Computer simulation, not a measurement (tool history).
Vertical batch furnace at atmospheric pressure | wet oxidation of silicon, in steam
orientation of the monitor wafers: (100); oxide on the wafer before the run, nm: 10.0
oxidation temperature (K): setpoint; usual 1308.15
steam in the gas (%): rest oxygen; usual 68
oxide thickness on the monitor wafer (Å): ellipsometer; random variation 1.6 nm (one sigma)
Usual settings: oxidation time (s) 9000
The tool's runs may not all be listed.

run,hour,oxidation temperature (K),oxidation time (s),steam in the gas (%),"read-back reference wafer on the same gauge, thickness",oxide thickness on the monitor wafer (Å)
1,0,1297.15,5610,68,725.95,4751.9
2,98.4,1297.15,5610,68,726.32,4759.8
3,138.1,1297.15,5610,68,726.18,4720.8
4,228,1308.15,9000,75,726.39,7137.7
5,293.2,1308.15,9000,75,725.58,7081.4
6,393,1308.15,9000,75,726.18,7078.5
7,498,1308.15,9000,68,726.19,6559.9
8,566.8,1308.15,9000,68,726.12,6567.5
9,633.8,1308.15,9000,68,726.59,6568.6
10,729.7,1308.15,9000,68,725.67,6930.4
11,1027,1308.15,11640,56,726.14,7149.1
12,1074.9,1308.15,9000,75,726.12,7305.9
13,1113.1,1308.15,9000,68,725.8,6883.8
14,1192.3,1308.15,4950,68,726.16,4796.2
15,1250.7,1301.15,9000,63,725.75,6363.9
16,1341.1,1327.15,7350,64,725.91,6446.9
17,1396.9,1291.15,10830,63,726.25,6731.3
18,1499,1308.15,9000,68,726.46,6857.5
19,1568.6,1308.15,4500,75,725.86,4796.6
20,1651.7,1324.15,9000,56,726.52,6595.6

Taken out of this log: 4 entries between the listed runs. Where each belongs, and how the hidden state differs across it:
Between runs 6 and 7: steam generator serviced (hour 497.5)
  steam share off its setpoint, % of the setpoint: -6.25 -> -9.42
  measured less the result without the state, oxide thickness on the monitor wafer (Å): -274.5 -> -397.7
Between runs 8 and 9: thermocouples replaced and temperature profile calibrated (hour 633.3)
  steam share off its setpoint, % of the setpoint: -9.57 -> -9.71
  measured less the result without the state, oxide thickness on the monitor wafer (Å): -404.8 -> -411.3
Between runs 9 and 10: steam generator serviced, repeated, since the last time left the tool worse (hour 697.2); gauge calibrated (hour 697.8)
  steam share off its setpoint, % of the setpoint: -9.71 -> -0.595
  measured less the result without the state, oxide thickness on the monitor wafer (Å): -411.3 -> -24.6
